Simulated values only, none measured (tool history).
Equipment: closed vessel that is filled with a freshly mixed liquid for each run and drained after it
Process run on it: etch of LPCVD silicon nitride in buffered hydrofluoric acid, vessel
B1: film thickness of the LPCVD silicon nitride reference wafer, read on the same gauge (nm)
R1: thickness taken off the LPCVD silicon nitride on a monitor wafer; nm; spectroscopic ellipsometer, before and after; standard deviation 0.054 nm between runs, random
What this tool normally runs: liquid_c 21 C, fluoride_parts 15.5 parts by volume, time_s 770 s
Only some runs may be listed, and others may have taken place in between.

{"run": 1, "day": 0.0, "liquid_c": 21, "fluoride_parts": 15.5, "time_s": 770, "B1": 150.01, "R1": 6.43}
{"run": 2, "day": 0.383, "liquid_c": 21, "fluoride_parts": 15.5, "time_s": 770, "B1": 150.01, "R1": 6.39}
{"run": 3, "day": 0.829, "liquid_c": 21, "fluoride_parts": 15.5, "time_s": 770, "B1": 149.99, "R1": 6.31}
{"run": 4, "day": 1.504, "liquid_c": 21, "fluoride_parts": 15.5, "time_s": 770, "B1": 150.01, "R1": 6.43}
{"run": 5, "day": 1.821, "liquid_c": 21, "fluoride_parts": 15.5, "time_s": 770, "B1": 150, "R1": 6.46}
{"run": 6, "day": 2.267, "liquid_c": 21, "fluoride_parts": 15.5, "time_s": 770, "B1": 150.04, "R1": 6.29}
{"run": 7, "day": 2.779, "liquid_c": 21, "fluoride_parts": 15.5, "time_s": 770, "B1": 150.04, "R1": 6.43}
{"run": 8, "day": 3.479, "liquid_c": 21, "fluoride_parts": 15.5, "time_s": 770, "B1": 150.01, "R1": 6.3}
{"run": 9, "day": 3.85, "liquid_c": 21, "fluoride_parts": 15.5, "time_s": 770, "B1": 150.04, "R1": 6.45}
{"run": 10, "day": 4.321, "liquid_c": 21, "fluoride_parts": 15.5, "time_s": 770, "B1": 149.95, "R1": 6.24}
{"run": 11, "day": 4.608, "liquid_c": 21, "fluoride_parts": 15.5, "time_s": 770, "B1": 150.02, "R1": 6.34}
{"run": 12, "day": 5.071, "liquid_c": 21, "fluoride_parts": 15.5, "time_s": 770, "B1": 150.03, "R1": 6.4}
{"day": 5.538, "done": "thermometer replaced"}
{"run": 13, "day": 5.729, "liquid_c": 21, "fluoride_parts": 19, "time_s": 770, "B1": 149.98, "R1": 5.2}
{"run": 14, "day": 6.0, "liquid_c": 24.5, "fluoride_parts": 15.5, "time_s": 770, "B1": 150.04, "R1": 7.84}
{"day": 6.071, "done": "gauge calibrated"}
{"run": 15, "day": 6.408, "liquid_c": 17.5, "fluoride_parts": 19.5, "time_s": 585, "B1": 150.02, "R1": 3.17}
{"run": 16, "day": 6.992, "liquid_c": 18, "fluoride_parts": 19, "time_s": 770, "B1": 149.95, "R1": 4.42}
{"run": 17, "day": 7.5, "liquid_c": 21, "fluoride_parts": 15.5, "time_s": 770, "B1": 150.01, "R1": 6.36}
{"day": 8.142, "done": "hydrofluoric acid flow meter replaced"}
{"run": 18, "day": 8.233, "liquid_c": 19.5, "fluoride_parts": 15.5, "time_s": 1090, "B1": 150.03, "R1": 8.28}
{"run": 19, "day": 8.621, "liquid_c": 21, "fluoride_parts": 9.5, "time_s": 1045, "B1": 150, "R1": 13.72}
{"run": 20, "day": 10.562, "liquid_c": 21, "fluoride_parts": 15.5, "time_s": 770, "B1": 149.99, "R1": 6.43}
{"run": 21, "day": 11.1, "liquid_c": 21, "fluoride_parts": 15.5, "time_s": 770, "B1": 150, "R1": 6.33}
{"run": 22, "day": 11.592, "liquid_c": 21, "fluoride_parts": 20.5, "time_s": 400, "B1": 150, "R1": 2.56}

Consider 5 possible next runs. They are alternatives, not a sequence: every one starts from the tool as it was left by run 22. What does each give?
{"run": "A", "day": 11.629, "liquid_c": 23.5, "fluoride_parts": 15.5, "time_s": 770, "B1": "?", "R1": "?"}
{"run": "B", "day": 11.629, "liquid_c": 25.5, "fluoride_parts": 13.5, "time_s": 1090, "B1": "?", "R1": "?"}
{"run": "C", "day": 11.629, "liquid_c": 25, "fluoride_parts": 15.5, "time_s": 405, "B1": "?", "R1": "?"}
{"run": "D", "day": 11.629, "liquid_c": 25, "fluoride_parts": 18.5, "time_s": 400, "B1": "?", "R1": "?"}
{"run": "E", "day": 11.629, "liquid_c": 17, "fluoride_parts": 19, "time_s": 505, "B1": "?", "R1": "?"}

run=A B1=149.97 R1=7.26
run=B B1=149.97 R1=13.13
run=C B1=149.97 R1=4.15
run=D B1=149.97 R1=3.44
run=E B1=149.97 R1=2.71
What these runs would have given with no unlogged condition in the tool:
run=A R1=7.26
run=B R1=13.13
run=C R1=4.15
run=D R1=3.44
run=E R1=2.71

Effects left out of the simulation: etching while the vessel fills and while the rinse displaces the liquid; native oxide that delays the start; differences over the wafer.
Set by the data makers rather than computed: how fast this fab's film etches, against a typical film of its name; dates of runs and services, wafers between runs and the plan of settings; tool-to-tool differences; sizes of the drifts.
